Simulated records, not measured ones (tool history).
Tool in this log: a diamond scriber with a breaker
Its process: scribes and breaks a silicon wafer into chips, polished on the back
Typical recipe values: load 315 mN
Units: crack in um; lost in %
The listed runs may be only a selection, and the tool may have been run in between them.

run,hour,load,"incoming depth of the damage left on the back of the incoming wafer, um",crack,lost
1,0,315,0.04,7.06,1.79
2,7.1,315,0.02,7.07,2.01
3,24,315,0.04,6.87,2
4,40.1,315,0.05,6.93,1.79
5,54.8,315,0.03,7.22,1.85
6,62.4,315,0.03,7,1.93
7,71.6,315,0.01,6.96,2.05
8,88,315,0.02,7.08,1.83
9,97.2,370,0.01,7.56,3.14
10,104.2,370,0.01,7.47,2.97
11,110.9,315,0.04,7.02,2.06
12,126.5,315,0.01,6.95,1.83
13,161.7,315,0.02,6.98,2.04
14,173,315,0.03,6.75,2.04
15,185.1,315,0.02,7.07,1.91
16,196.4,315,0.02,7.01,1.91
# hour 200.8: load on the tip recalibrated
17,204.2,315,0.03,7.03,1.91
18,217.8,272,0.05,6.49,2.96
19,233.5,241,0.02,6.06,4.29
20,246,315,0.04,6.89,1.92
21,252.9,276,0.01,6.43,2.4
22,262,385,0.02,7.69,3.41
23,277.5,315,0.01,6.93,2.07
24,287.3,339,0.02,7.25,2.2
25,303.4,262,0.02,6.64,3.24
26,317.6,254,0.03,6.54,3.8
27,332.8,351,0.02,7.27,2.1
28,343.1,277,0.02,6.61,2.68
29,360.5,241,0.01,6.31,4.61
30,368.7,347,0.04,7.25,2.41
# hour 385.7: diamond tip replaced by a new one
31,386.2,291,0.02,6.82,2.12
32,398,254,0.05,6.37,3.56
33,407.3,315,0.04,7.18,1.96
34,414,279,0.04,6.73,2.57
35,426.2,380,0.01,7.49,3.76
36,433.9,278,0.05,6.63,2.5
37,443.8,315,0.02,6.73,2.09
38,451.4,315,0.03,6.94,2.03
39,469.2,315,0.03,6.94,1.98
40,479.2,228,0.04,6.15,5.76
41,485.7,315,0.02,6.87,1.83
42,516.1,242,0.03,6.13,4.52

The tool's hidden state at each run:
share of the diamond tip's cutting effectiveness lost through wear, %: 0 on each run
deviation of the load on the tip from its setpoint, %: 0 on each run

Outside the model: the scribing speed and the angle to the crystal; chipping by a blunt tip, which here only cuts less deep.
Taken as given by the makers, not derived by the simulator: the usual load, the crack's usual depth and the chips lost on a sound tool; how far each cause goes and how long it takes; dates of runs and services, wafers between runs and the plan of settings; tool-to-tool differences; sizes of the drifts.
